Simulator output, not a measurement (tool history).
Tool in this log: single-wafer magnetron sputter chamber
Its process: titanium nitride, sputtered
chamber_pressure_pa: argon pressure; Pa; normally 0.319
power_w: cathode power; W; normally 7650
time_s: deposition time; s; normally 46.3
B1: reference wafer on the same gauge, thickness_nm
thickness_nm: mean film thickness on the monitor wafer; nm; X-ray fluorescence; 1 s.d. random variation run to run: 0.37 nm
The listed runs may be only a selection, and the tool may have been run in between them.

run 1 day=0 | chamber_pressure_pa=0.319 power_w=7650 time_s=40.7 | B1=78.641 | thickness_nm=60.407
run 2 day=1.725 | chamber_pressure_pa=0.319 power_w=7650 time_s=40.7 | B1=78.511 | thickness_nm=61.256
run 3 day=4.417 | chamber_pressure_pa=0.319 power_w=7650 time_s=46.3 | B1=78.533 | thickness_nm=68.188
run 4 day=7.008 | chamber_pressure_pa=0.357 power_w=8050 time_s=46.3 | B1=78.656 | thickness_nm=68.388
run 5 day=10 | chamber_pressure_pa=0.319 power_w=6500 time_s=46.3 | B1=78.516 | thickness_nm=61.509
run 6 day=12.279 | chamber_pressure_pa=0.319 power_w=6500 time_s=46.3 | B1=78.598 | thickness_nm=60.926
-- day=13.621 sputter target and shields replaced
run 7 day=14.962 | chamber_pressure_pa=0.319 power_w=7650 time_s=41.3 | B1=78.741 | thickness_nm=61.554
run 8 day=16.467 | chamber_pressure_pa=0.319 power_w=7650 time_s=41.3 | B1=78.493 | thickness_nm=61.853
run 9 day=17.675 | chamber_pressure_pa=0.319 power_w=7650 time_s=41.3 | B1=78.606 | thickness_nm=61.637
run 10 day=20.083 | chamber_pressure_pa=0.238 power_w=7650 time_s=46.3 | B1=78.63 | thickness_nm=70.116
run 11 day=22.442 | chamber_pressure_pa=0.319 power_w=7650 time_s=55 | B1=78.689 | thickness_nm=82.384
run 12 day=23.679 | chamber_pressure_pa=0.319 power_w=7650 time_s=37.7 | B1=78.559 | thickness_nm=55.674
-- day=23.825 gauge calibrated
-- day=25.188 magnet pack replaced
run 13 day=25.208 | chamber_pressure_pa=0.403 power_w=8600 time_s=52.1 | B1=78.421 | thickness_nm=79.981
run 14 day=26.65 | chamber_pressure_pa=0.319 power_w=7650 time_s=46.3 | B1=78.74 | thickness_nm=68.527
run 15 day=29.496 | chamber_pressure_pa=0.319 power_w=7650 time_s=40.7 | B1=78.497 | thickness_nm=58.88
run 16 day=31.508 | chamber_pressure_pa=0.206 power_w=5950 time_s=50.2 | B1=78.624 | thickness_nm=65.457
run 17 day=33 | chamber_pressure_pa=0.319 power_w=7650 time_s=46.3 | B1=78.619 | thickness_nm=65.949
run 18 day=34.962 | chamber_pressure_pa=0.319 power_w=7150 time_s=52 | B1=78.697 | thickness_nm=70.784
-- day=36.421 sputter target and shields replaced
run 19 day=39.621 | chamber_pressure_pa=0.422 power_w=7650 time_s=46.3 | B1=78.622 | thickness_nm=67.283
run 20 day=41.521 | chamber_pressure_pa=0.376 power_w=7650 time_s=39 | B1=78.595 | thickness_nm=57.339
run 21 day=43.367 | chamber_pressure_pa=0.319 power_w=7650 time_s=46.3 | B1=78.661 | thickness_nm=68.981
-- day=45.529 capacitance manometer re-zeroed and calibrated
run 22 day=45.971 | chamber_pressure_pa=0.436 power_w=8750 time_s=50.4 | B1=78.649 | thickness_nm=76.828
run 23 day=48.838 | chamber_pressure_pa=0.319 power_w=7650 time_s=42.4 | B1=78.621 | thickness_nm=62.255
run 24 day=50.396 | chamber_pressure_pa=0.24 power_w=7650 time_s=46.3 | B1=78.501 | thickness_nm=69.71
run 25 day=52.375 | chamber_pressure_pa=0.206 power_w=7650 time_s=46.3 | B1=78.486 | thickness_nm=69.48
run 26 day=55.233 | chamber_pressure_pa=0.354 power_w=9400 time_s=41.7 | B1=78.681 | thickness_nm=66.67
-- day=56.338 sputter target and shields replaced
run 27 day=56.471 | chamber_pressure_pa=0.319 power_w=7650 time_s=46.3 | B1=78.573 | thickness_nm=69.523
run 28 day=57.712 | chamber_pressure_pa=0.279 power_w=7650 time_s=46.3 | B1=78.649 | thickness_nm=70.54
run 29 day=59.258 | chamber_pressure_pa=0.319 power_w=7650 time_s=46.3 | B1=78.641 | thickness_nm=69.887
run 30 day=61.971 | chamber_pressure_pa=0.319 power_w=7650 time_s=46.3 | B1=78.594 | thickness_nm=69.585
run 31 day=63.579 | chamber_pressure_pa=0.229 power_w=6450 time_s=48.9 | B1=78.638 | thickness_nm=69.544

Estimate the outcome of run 32 from the log above:
run 32 day=64.6 | chamber_pressure_pa=0.413 power_w=6550 time_s=41.2 | B1=? | thickness_nm=?

{"run 32": {"B1": 78.656, "thickness_nm": 55.733}}
Had the tool carried no hidden state, the very same run would have given thickness_nm 56.46 nm.
